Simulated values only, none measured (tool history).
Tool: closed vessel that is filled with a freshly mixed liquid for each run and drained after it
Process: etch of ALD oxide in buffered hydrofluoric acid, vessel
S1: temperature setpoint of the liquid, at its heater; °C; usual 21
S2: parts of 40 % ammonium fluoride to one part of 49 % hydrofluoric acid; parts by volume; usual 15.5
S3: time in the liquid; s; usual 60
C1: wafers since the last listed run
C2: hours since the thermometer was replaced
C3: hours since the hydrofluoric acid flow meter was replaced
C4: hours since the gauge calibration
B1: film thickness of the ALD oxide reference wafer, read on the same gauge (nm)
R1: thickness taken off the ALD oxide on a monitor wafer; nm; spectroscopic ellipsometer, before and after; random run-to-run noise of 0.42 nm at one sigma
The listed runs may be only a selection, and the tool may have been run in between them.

run,hour,S1,S2,S3,C1,C2,C3,C4,B1,R1
1,0,21,11.5,60,0,1286.3,1300.3,729.9,60.01,67.9
2,18.8,21,18.5,60,2110,1305.1,1319.1,748.7,59.99,41.97
3,41.8,21,15.5,60,2581,1328.1,1342.1,771.7,60.02,50.43
4,65.6,21,15.5,60,2671,1351.9,1365.9,795.5,59.96,49.79
5,94.7,21,15.5,45,3266,1381,1395,824.6,59.99,37.29
6,110,21,15.5,45,1717,1396.3,1410.3,839.9,60.01,37.59
7,166,21,15.5,45,6285,1452.3,1466.3,895.9,59.98,37.24
8,178.7,21,15.5,35,1425,1465,1479,908.6,60.01,29.91
9,202.7,21,15.5,60,2693,1489,1503,932.6,59.99,50.65
10,229.8,21,15.5,60,3041,1516.1,1530.1,959.7,60,50.92
11,260,21,15.5,60,3389,1546.3,1560.3,989.9,59.97,51.66
12,272,21,15.5,60,1346,1558.3,1572.3,1001.9,59.99,50.67
# hour 276.9: thermometer replaced
13,287.3,21,15.5,60,1604,10.4,1587.6,1017.2,60.02,44.85
14,302.8,21,15.5,60,1739,25.9,1603.1,1032.7,60.05,44.67
15,339.7,21,19,60,4141,62.8,1640,1069.6,60.02,36.83
# hour 355.2: hydrofluoric acid flow meter replaced
16,360.5,18,12,35,2222,83.6,5.3,1090.4,60,28.21
17,377,23.5,15.5,60,1851,100.1,21.8,1106.9,59.98,51.55
18,403.4,17,15.5,85,2963,126.5,48.2,1133.3,60,51.14
# hour 425.4: gauge calibrated
19,437.2,24.5,15.5,60,3793,160.3,82,11.8,59.99,54.87
20,473.1,21,15.5,60,4029,196.2,117.9,47.7,60.03,45.78
21,495.6,25,19.5,45,2525,218.7,140.4,70.2,60.01,34.3
22,521.6,21,15.5,60,2918,244.7,166.4,96.2,60,46.53
23,551,21,17,60,3299,274.1,195.8,125.6,59.97,41.72
24,571.3,23.5,15.5,35,2278,294.4,216.1,145.9,59.99,31.15
25,592,25,19.5,45,2323,315.1,236.8,166.6,60,35.02
26,608.5,21,15.5,45,1851,331.6,253.3,183.1,60,35.04
27,635.5,25.5,15.5,60,3030,358.6,280.3,210.1,60.02,59.28
28,669.5,25,20.5,35,3816,392.6,314.3,244.1,59.97,26.34
29,699.7,21,15.5,30,3389,422.8,344.5,274.3,60.02,23.2
30,714.2,21,15.5,90,1627,437.3,359,288.8,60,69.11
31,747.2,24,15.5,50,3703,470.3,392,321.8,59.98,45.82
32,797.8,21,15.5,60,5679,520.9,442.6,372.4,60.02,47.61
33,819.5,21,14,45,2435,542.6,464.3,394.1,60.02,39.37

Predict each of these 5 candidate next runs independently; none follows another, all start after run 33:
A,820.2,21,15.5,60,78,543.3,465,394.8,?,?
B,820.2,25.5,15.5,80,78,543.3,465,394.8,?,?
C,820.2,18.5,10.5,35,78,543.3,465,394.8,?,?
D,820.2,18.5,15.5,85,78,543.3,465,394.8,?,?
E,820.2,21,9.5,75,78,543.3,465,394.8,?,?

run,B1,R1
A,60.02,47.48
B,60.02,80.87
C,60.02,35.29
D,60.02,58.52
E,60.02,94.12
The same runs, with their run-to-run variation unchanged, on a tool lacking any hidden condition would have given:
run,R1
A,44
B,75.11
C,32.67
D,54.17
E,87.24
